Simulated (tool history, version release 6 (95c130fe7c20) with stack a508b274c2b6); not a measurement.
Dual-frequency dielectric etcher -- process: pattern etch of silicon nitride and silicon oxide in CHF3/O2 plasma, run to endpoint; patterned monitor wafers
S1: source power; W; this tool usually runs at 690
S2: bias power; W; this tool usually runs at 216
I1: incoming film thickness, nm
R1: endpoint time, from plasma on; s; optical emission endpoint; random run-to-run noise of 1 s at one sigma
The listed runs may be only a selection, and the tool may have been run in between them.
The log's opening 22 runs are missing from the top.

| run | day | S1 | S2 | I1 | R1 |
|---|---|---|---|---|---|
| 23 | 46.488 | 690 | 216 | 188.5 | 118.4 |
| 24 | 48.171 | 690 | 250 | 189.0 | 107.6 |
|  | 51.558 | wet clean of the chamber |
| 25 | 52.829 | 570 | 195 | 188.8 | 143.5 |
|  | 54.712 | bias power generator calibrated |
| 26 | 55.696 | 690 | 216 | 190.0 | 122.2 |
| 27 | 58.062 | 640 | 167 | 189.6 | 146.7 |
| 28 | 60.625 | 690 | 216 | 190.6 | 119.5 |
|  | 61.838 | upper electrode replaced |
| 29 | 62.000 | 530 | 216 | 191.2 | 139.9 |
|  | 70.675 | wet clean of the chamber |
| 30 | 70.696 | 790 | 263 | 190.4 | 104.7 |
| 31 | 72.454 | 640 | 267 | 190.8 | 112.1 |
| 32 | 73.688 | 830 | 243 | 190.7 | 104.7 |
| 33 | 75.617 | 690 | 216 | 188.6 | 120.0 |
| 34 | 78.571 | 750 | 216 | 188.6 | 115.0 |
| 35 | 80.462 | 620 | 237 | 191.2 | 120.9 |
| 36 | 82.746 | 690 | 247 | 191.8 | 111.1 |

What if the next run were any one of these 3? Each begins from the tool's condition after run 36:
| A | 82.767 | 690 | 216 | 191.5 | ? |
| B | 82.767 | 820 | 198 | 191.5 | ? |
| C | 82.767 | 810 | 182 | 191.5 | ? |

| run | R1 |
|---|---|
| A | 118.3 |
| B | 113.0 |
| C | 119.1 |
What these runs would have given with no unlogged condition in the tool:
| run | R1 |
|---|---|
| A | 121.0 |
| B | 115.6 |
| C | 121.9 |
